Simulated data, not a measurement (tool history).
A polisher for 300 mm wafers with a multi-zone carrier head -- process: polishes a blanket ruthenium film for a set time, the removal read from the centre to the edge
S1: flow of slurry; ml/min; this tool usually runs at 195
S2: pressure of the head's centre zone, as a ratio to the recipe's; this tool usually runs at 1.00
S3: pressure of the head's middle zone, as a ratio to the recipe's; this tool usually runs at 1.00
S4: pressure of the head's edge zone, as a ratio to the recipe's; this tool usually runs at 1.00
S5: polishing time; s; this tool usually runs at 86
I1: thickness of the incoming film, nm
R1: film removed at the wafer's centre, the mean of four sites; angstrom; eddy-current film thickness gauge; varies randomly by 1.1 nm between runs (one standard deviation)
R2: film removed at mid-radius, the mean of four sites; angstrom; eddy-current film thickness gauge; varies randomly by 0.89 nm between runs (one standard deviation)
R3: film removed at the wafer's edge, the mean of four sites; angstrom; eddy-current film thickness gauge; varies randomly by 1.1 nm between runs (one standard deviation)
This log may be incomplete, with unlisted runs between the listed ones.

run,hour,S1,S2,S3,S4,S5,I1,R1,R2,R3
1,0.0,195,1.00,1.07,1.00,86,464.5,937,989,952
2,37.2,195,1.00,1.07,1.00,86,464.2,937,993,931
# hour 39.5: edge zone pressure recalibrated
3,83.2,195,1.00,1.07,1.00,86,461.8,933,1006,943
4,108.5,195,1.00,1.00,1.00,86,463.3,951,927,945
5,136.4,195,1.00,1.00,1.00,86,469.4,915,924,947
# hour 177.8: worn pad replaced by a new one
6,198.4,195,1.00,1.00,1.00,86,458.5,934,924,919
7,248.6,240,0.93,1.00,1.00,86,464.6,873,966,937
8,281.6,240,0.93,1.00,1.00,86,459.7,895,951,950
# hour 284.0: slurry nozzle cleaned
9,343.0,195,1.00,1.00,1.00,86,465.5,948,936,941
# hour 394.6: worn pad replaced by a new one
# hour 450.1: edge zone pressure recalibrated
10,518.7,195,1.00,1.00,1.00,86,464.6,917,925,917
11,588.9,195,1.00,0.92,1.00,86,459.8,922,857,941
12,616.2,195,1.00,1.00,1.00,86,461.5,938,934,938
# hour 631.0: worn pad replaced by a new one
# hour 641.5: slurry nozzle cleaned
13,675.7,260,1.00,1.00,0.90,86,452.6,961,971,912
14,712.8,195,1.00,1.00,1.05,86,453.4,930,935,955
15,776.7,195,1.00,1.12,1.00,86,457.5,911,1025,932
# hour 801.6: centre zone pressure recalibrated
16,815.2,245,1.00,0.89,1.00,101,462.0,1134,1030,1104
17,842.8,220,1.08,0.93,1.00,101,457.9,1204,1044,1108
# hour 879.6: edge zone pressure recalibrated
# hour 895.5: worn pad replaced by a new one
# hour 900.1: carrier head's membrane replaced by a new one
18,909.4,195,1.00,1.00,1.00,86,458.6,915,920,935
19,972.4,150,0.95,1.00,1.06,105,458.9,1074,1120,1153
20,998.7,170,1.00,1.00,1.00,86,457.7,901,917,917
# hour 1060.3: slurry nozzle cleaned
21,1064.4,195,1.00,1.00,1.00,86,460.3,923,932,927
# hour 1115.6: worn pad replaced by a new one
22,1126.3,235,1.07,0.90,1.00,72,458.4,836,731,799
23,1189.0,130,1.00,1.00,1.00,103,457.0,1061,1072,1091

Below are 3 alternative next runs, each starting from the tool's condition after run 23. Predict each:
A,1189.5,195,1.00,1.00,1.00,103,461.8,?,?,?
B,1189.5,250,1.00,1.00,1.00,86,461.8,?,?,?
C,1189.5,235,1.00,1.00,1.00,86,461.8,?,?,?

run,R1,R2,R3
A,1106,1116,1129
B,949,955,960
C,943,949,956
Had the tool no hidden state, the same runs would have come out as:
run,R1,R2,R3
A,1106,1116,1129
B,949,955,960
C,943,949,956

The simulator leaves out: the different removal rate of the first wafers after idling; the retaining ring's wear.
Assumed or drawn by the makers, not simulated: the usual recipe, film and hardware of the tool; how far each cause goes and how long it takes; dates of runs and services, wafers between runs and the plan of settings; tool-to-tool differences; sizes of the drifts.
